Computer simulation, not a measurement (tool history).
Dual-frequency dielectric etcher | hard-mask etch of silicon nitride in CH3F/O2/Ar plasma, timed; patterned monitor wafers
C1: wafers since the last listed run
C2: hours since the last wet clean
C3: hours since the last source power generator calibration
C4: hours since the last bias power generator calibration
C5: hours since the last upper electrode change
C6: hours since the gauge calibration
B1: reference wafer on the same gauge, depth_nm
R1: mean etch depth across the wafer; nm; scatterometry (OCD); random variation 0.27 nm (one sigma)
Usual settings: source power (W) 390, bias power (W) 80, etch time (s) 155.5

Run 1, hour 0.0: usual settings; C1 0; C2 303.4; C3 2896.3; C4 1247.7; C5 5050.1; C6 31.6; B1 103.0. Result: R1 107.2 nm.
Run 2, hour 21.2: usual settings but etch time (s) 179.5; C1 146; C2 324.6; C3 2917.5; C4 1268.9; C5 5071.3; C6 52.8; B1 103.0. Result: R1 124.7 nm.
Run 3, hour 34.8: usual settings but etch time (s) 179.5; C1 94; C2 338.2; C3 2931.1; C4 1282.5; C5 5084.9; C6 66.4; B1 103.0. Result: R1 123.4 nm.
Run 4, hour 60.4: usual settings but etch time (s) 179.5; C1 177; C2 363.8; C3 2956.7; C4 1308.1; C5 5110.5; C6 92.0; B1 103.0. Result: R1 124.0 nm.
Run 5, hour 93.9: usual settings; C1 232; C2 397.3; C3 2990.2; C4 1341.6; C5 5144.0; C6 125.5; B1 103.1. Result: R1 106.6 nm.
Run 6, hour 115.7: usual settings; C1 151; C2 419.1; C3 3012.0; C4 1363.4; C5 5165.8; C6 147.3; B1 103.0. Result: R1 106.6 nm.
Run 7, hour 143.0: usual settings; C1 189; C2 446.4; C3 3039.3; C4 1390.7; C5 5193.1; C6 174.6; B1 103.0. Result: R1 106.5 nm.
At hour 174.6: bias power generator calibrated.
At hour 174.7: gauge calibrated.
Run 8, hour 175.1: usual settings but source power (W) 430, etch time (s) 144.0; C1 194; C2 478.5; C3 3071.4; C4 0.5; C5 5225.2; C6 0.4; B1 103.0. Result: R1 103.3 nm.
Run 9, hour 183.9: usual settings; C1 60; C2 487.3; C3 3080.2; C4 9.3; C5 5234.0; C6 9.2; B1 103.0. Result: R1 106.0 nm.
Run 10, hour 196.5: usual settings but source power (W) 330, bias power (W) 69, etch time (s) 187.0; C1 87; C2 499.9; C3 3092.8; C4 21.9; C5 5246.6; C6 21.8; B1 103.0. Result: R1 109.5 nm.
Run 11, hour 215.1: usual settings but source power (W) 330, bias power (W) 85; C1 128; C2 518.5; C3 3111.4; C4 40.5; C5 5265.2; C6 40.4; B1 102.9. Result: R1 100.1 nm.
Run 12, hour 230.8: usual settings; C1 108; C2 534.2; C3 3127.1; C4 56.2; C5 5280.9; C6 56.1; B1 103.0. Result: R1 106.1 nm.
At hour 258.1: source power generator calibrated.
At hour 258.4: wet clean of the chamber.
At hour 263.7: upper electrode replaced.
Run 13, hour 264.2: usual settings but source power (W) 420, bias power (W) 64, etch time (s) 124.0; C1 164; C2 5.8; C3 6.1; C4 89.6; C5 0.5; C6 89.5; B1 103.1. Result: R1 81.9 nm.
Run 14, hour 291.3: usual settings; C1 187; C2 32.9; C3 33.2; C4 116.7; C5 27.6; C6 116.6; B1 102.9. Result: R1 109.0 nm.
Run 15, hour 321.3: usual settings but etch time (s) 114.5; C1 207; C2 62.9; C3 63.2; C4 146.7; C5 57.6; C6 146.6; B1 103.1. Result: R1 80.2 nm.
Run 16, hour 343.9: usual settings but source power (W) 310, bias power (W) 94, etch time (s) 141.5; C1 156; C2 85.5; C3 85.8; C4 169.3; C5 80.2; C6 169.2; B1 103.0. Result: R1 95.0 nm.
Run 17, hour 379.7: usual settings but source power (W) 290, etch time (s) 135.5; C1 248; C2 121.3; C3 121.6; C4 205.1; C5 116.0; C6 205.0; B1 103.0. Result: R1 81.7 nm.

Forecast each of these 3 alternatives for the next run:
Run A, hour 380.2: usual settings but source power (W) 490; C1 3; C2 121.8; C3 122.1; C4 205.6; C5 116.5; C6 205.5; B1 ?. Result: R1 ?.
Run B, hour 380.2: usual settings but etch time (s) 117.5; C1 3; C2 121.8; C3 122.1; C4 205.6; C5 116.5; C6 205.5; B1 ?. Result: R1 ?.
Run C, hour 380.2: usual settings but etch time (s) 116.0; C1 3; C2 121.8; C3 122.1; C4 205.6; C5 116.5; C6 205.5; B1 ?. Result: R1 ?.

run     B1     R1
  A  103.0  120.6
  B  103.0   81.9
  C  103.0   80.9
Without the tool's hidden state the same runs would have given:
run     R1
  A  121.6
  B   82.6
  C   81.5
